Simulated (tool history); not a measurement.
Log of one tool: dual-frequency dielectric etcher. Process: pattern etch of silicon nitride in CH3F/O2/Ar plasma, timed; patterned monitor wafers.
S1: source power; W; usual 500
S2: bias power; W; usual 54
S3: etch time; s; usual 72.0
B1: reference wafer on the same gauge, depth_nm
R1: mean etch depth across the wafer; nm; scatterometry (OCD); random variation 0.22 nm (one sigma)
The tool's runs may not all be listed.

run   hour   S1  S2    S3     B1     R1
  1    0.0  500  54  72.0  59.59  49.73
      71.2  -- bias power generator calibrated
  2   71.7  500  54  72.0  59.62  49.78
  3  133.9  500  54  72.0  59.56  49.60
  4  178.5  500  63  87.5  59.65  63.96
  5  203.5  500  63  87.5  59.63  63.18
     207.2  -- gauge calibrated
  6  246.9  500  50  72.0  59.64  48.80
  7  273.0  500  54  72.0  59.59  50.17
     304.9  -- upper electrode replaced
  8  305.4  530  54  72.0  59.60  51.10
  9  332.4  500  47  85.5  59.59  56.61
 10  398.6  500  63  87.5  59.63  63.40
     438.5  -- wet clean of the chamber
 11  462.1  500  54  72.0  59.60  49.66
 12  520.6  500  47  72.0  59.58  48.04
 13  584.5  500  43  81.0  59.56  52.16
 14  717.2  460  54  72.0  59.60  48.27
 15  754.5  500  50  63.0  59.61  42.16
 16  809.1  500  54  72.0  59.67  49.69

Forecast run 17:
 17  909.9  500  54  72.0   ?   ?

{"run 17": {"B1": 59.64, "R1": 49.77}}
Without the tool's hidden state the same run would have given R1 49.77 nm.

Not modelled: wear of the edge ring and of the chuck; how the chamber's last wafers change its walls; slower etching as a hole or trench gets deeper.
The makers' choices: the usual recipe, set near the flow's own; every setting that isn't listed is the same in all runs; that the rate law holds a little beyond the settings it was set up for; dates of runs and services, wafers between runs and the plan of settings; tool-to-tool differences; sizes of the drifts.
